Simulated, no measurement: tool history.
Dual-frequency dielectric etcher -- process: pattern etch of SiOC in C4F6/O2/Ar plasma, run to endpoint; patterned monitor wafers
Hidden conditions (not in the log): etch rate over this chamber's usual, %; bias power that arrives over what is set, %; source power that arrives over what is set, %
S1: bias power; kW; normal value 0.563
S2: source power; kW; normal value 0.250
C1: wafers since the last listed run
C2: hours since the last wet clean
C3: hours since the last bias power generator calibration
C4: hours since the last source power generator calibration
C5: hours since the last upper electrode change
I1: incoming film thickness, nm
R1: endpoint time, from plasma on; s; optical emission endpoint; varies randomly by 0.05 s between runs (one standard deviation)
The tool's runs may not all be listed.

run     day     S1     S2   C1     C2      C3      C4      C5     I1    R1
  1   0.000  0.494  0.230    0  533.3  2910.0  5201.2  2932.3  45.76  17.3
      0.546  -- source power generator calibrated
      1.412  -- wet clean of the chamber
  2   1.433  0.494  0.230  140    0.5  2944.4    21.3  2966.7  46.06  17.7
  3   1.446  0.494  0.230    4    0.8  2944.7    21.6  2967.0  46.07  17.7
  4   1.633  0.563  0.250   66    5.3  2949.2    26.1  2971.5  45.45  16.5
  5   2.117  0.563  0.250  170   16.9  2960.8    37.7  2983.1  45.94  16.6
  6   2.546  0.563  0.250  151   27.2  2971.1    48.0  2993.4  45.60  16.6
  7   3.267  0.456  0.250  254   44.5  2988.4    65.3  3010.7  46.07  17.6
  8   4.000  0.563  0.250  258   62.1  3006.0    82.9  3028.3  45.71  16.6
  9   4.496  0.563  0.250  174   74.0  3017.9    94.8  3040.2  45.38  16.5
 10   5.229  0.563  0.250  258   91.6  3035.5   112.4  3057.8  45.89  16.6
 11   5.675  0.563  0.250  157  102.3  3046.2   123.1  3068.5  45.45  16.5
      6.488  -- bias power generator calibrated
      8.358  -- upper electrode replaced
 12   8.379  0.477  0.270  542  167.2    45.4   188.0     0.5  45.67  16.9
 13   8.392  0.656  0.270    4  167.5    45.7   188.3     0.8  45.41  15.3
 14   8.688  0.563  0.250  104  174.6    52.8   195.4     7.9  45.84  16.6
 15   8.971  0.626  0.250   99  181.4    59.6   202.2    14.7  45.47  16.0
 16   9.483  0.563  0.250  180  193.7    71.9   214.5    27.0  45.45  16.4
 17   9.804  0.563  0.250  113  201.4    79.6   222.2    34.7  45.73  16.5
 18  10.504  0.497  0.210  246  218.2    96.4   239.0    51.5  46.03  18.1
 19  10.800  0.484  0.290  104  225.3   103.5   246.1    58.6  45.97  16.4
 20  11.367  0.563  0.250  199  238.9   117.1   259.7    72.2  45.81  16.6
 21  11.879  0.506  0.200  180  251.2   129.4   272.0    84.5  45.40  18.1
 22  12.271  0.563  0.250  138  260.6   138.8   281.4    93.9  45.16  16.2
 23  13.017  0.617  0.230  263  278.5   156.7   299.3   111.8  45.34  16.4
 24  13.625  0.563  0.250  214  293.1   171.3   313.9   126.4  45.77  16.5
 25  14.246  0.563  0.250  219  308.0   186.2   328.8   141.3  46.07  16.7
 26  14.892  0.563  0.270  227  323.5   201.7   344.3   156.8  45.18  15.9
 27  15.196  0.563  0.310  107  330.8   209.0   351.6   164.1  45.55  15.2
 28  15.862  0.563  0.250  235  346.8   225.0   367.6   180.1  45.69  16.4
 29  16.333  0.563  0.250  166  358.1   236.3   378.9   191.4  45.73  16.5
 30  17.067  0.563  0.290  258  375.7   253.9   396.5   209.0  45.70  15.6
 31  17.596  0.563  0.250  186  388.4   266.6   409.2   221.7  46.19  16.6
 32  18.033  0.668  0.300  154  398.9   277.1   419.7   232.2  45.94  14.8
 33  18.429  0.704  0.250  139  408.4   286.6   429.2   241.7  45.72  15.4
 34  19.096  0.600  0.220  235  424.4   302.6   445.2   257.7  45.70  16.7
 35  19.525  0.508  0.200  151  434.7   312.9   455.5   268.0  45.57  18.1

Give the tool's hidden conditions for every run:
bias power that arrives over what is set, %: 0, the same for each run
source power that arrives over what is set, %: 0, the same for each run
H1: etch rate over this chamber's usual, %
run       H1
  1      1.6
  2    -0.19
  3   -0.189
  4   -0.174
  5   -0.135
  6   -0.101
  7  -0.0423
  8   0.0169
  9    0.057
 10    0.116
 11    0.152
 12    0.371
 13    0.372
 14    0.396
 15    0.418
 16     0.46
 17    0.486
 18    0.542
 19    0.566
 20    0.612
 21    0.653
 22    0.685
 23    0.745
 24    0.794
 25    0.845
 26    0.897
 27    0.921
 28    0.975
 29     1.01
 30     1.07
 31     1.12
 32     1.15
 33     1.18
 34     1.24
 35     1.27
